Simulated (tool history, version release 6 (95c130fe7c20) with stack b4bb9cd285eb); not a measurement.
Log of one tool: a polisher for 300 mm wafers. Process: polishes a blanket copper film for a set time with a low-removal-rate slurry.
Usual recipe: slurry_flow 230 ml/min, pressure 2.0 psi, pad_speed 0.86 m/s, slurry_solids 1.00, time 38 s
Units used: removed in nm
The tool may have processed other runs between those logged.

run,hour,slurry_flow,pressure,pad_speed,slurry_solids,time,wafers since the last listed run,wafers polished on this pad,hours since the slurry nozzle was cleaned,hours since the head pressure was calibrated,hours since the slurry blender was calibrated,"incoming thickness of the incoming film, nm",removed
1,0.0,230,2.0,0.86,1.10,38,0,4214,381.3,96.2,247.2,1240.2,72.7
2,42.9,230,2.0,0.86,1.10,38,453,4667,424.2,139.1,290.1,1240.8,72.3
3,85.5,180,2.0,0.86,1.00,38,450,5117,466.8,181.7,332.7,1254.4,66.6
# hour 139.5: worn pad replaced by a new one
4,185.9,230,2.0,0.86,1.00,38,1018,490,567.2,282.1,433.1,1226.9,67.6
# hour 191.0: slurry nozzle cleaned
# hour 222.8: slurry blender recalibrated
5,239.6,230,2.0,0.86,1.00,38,535,1026,48.6,335.8,16.8,1256.5,67.8
6,307.6,230,2.0,0.86,1.00,38,718,1744,116.6,403.8,84.8,1242.9,66.7
7,349.6,230,2.0,0.86,1.00,38,443,2188,158.6,445.8,126.8,1254.4,68.4
8,406.4,230,2.0,0.86,1.00,38,600,2788,215.4,502.6,183.6,1234.8,68.1
9,449.7,230,2.0,0.86,1.00,38,457,3246,258.7,545.9,226.9,1245.7,67.7
10,499.6,280,2.0,0.86,1.00,38,527,3773,308.6,595.8,276.8,1224.7,69.1
11,549.9,280,2.0,0.86,1.00,38,531,4304,358.9,646.1,327.1,1253.4,68.6
12,645.0,280,2.0,0.86,1.00,38,1004,5309,454.0,741.2,422.2,1247.1,67.2
# hour 683.3: slurry blender recalibrated
# hour 690.5: worn pad replaced by a new one, of another model than before
13,697.5,230,2.0,0.86,1.00,38,491,73,506.5,793.7,14.2,1246.2,64.7
14,745.9,230,2.0,0.66,1.00,43,511,584,554.9,842.1,62.6,1249.8,62.5
# hour 773.0: slurry nozzle cleaned
# hour 811.5: head pressure recalibrated
15,839.8,230,2.0,0.86,1.25,33,960,1545,66.8,28.3,156.5,1265.0,64.7
16,915.7,230,2.2,0.60,1.00,38,802,2347,142.7,104.2,232.4,1261.4,64.0
17,1020.5,230,2.0,0.96,1.00,49,1107,3454,247.5,209.0,337.2,1223.5,93.9
# hour 1094.5: slurry blender recalibrated
18,1117.1,280,2.0,0.86,1.00,38,999,4454,344.1,305.6,22.6,1236.9,69.7
# hour 1172.8: worn pad replaced by a new one
19,1217.6,175,2.0,0.86,0.80,38,1019,473,444.6,406.1,123.1,1261.1,56.7
# hour 1229.0: slurry nozzle cleaned
20,1288.7,230,2.0,0.86,1.00,38,740,1214,59.7,477.2,194.2,1260.8,65.2
21,1381.9,230,2.6,0.86,0.80,51,984,2199,152.9,570.4,287.4,1271.4,106.0
22,1457.6,230,2.0,0.58,0.80,46,799,2999,228.6,646.1,363.1,1245.6,59.2
23,1496.4,230,2.0,0.86,0.75,38,409,3409,267.4,684.9,401.9,1233.9,59.3
# hour 1546.6: slurry blender recalibrated
# hour 1685.7: slurry nozzle cleaned
# hour 1687.6: worn pad replaced by a new one
24,1781.8,230,2.0,0.86,0.75,38,2963,995,96.1,970.3,235.2,1261.6,57.9
# hour 1804.5: head pressure recalibrated
25,1847.3,180,2.2,0.70,1.25,38,671,1666,161.6,42.8,300.7,1252.8,68.5
26,1906.7,280,2.0,0.86,1.00,38,627,2293,221.0,102.2,360.1,1242.9,72.4

Run 27 has not been measured yet. What should we expect?
27,1947.4,295,2.0,0.86,1.00,34,430,2723,261.7,142.9,400.8,1262.3,?

Run 27 yielded removed 64.2 nm.
Without the tool's hidden state the same run would have given removed 67.0 nm.
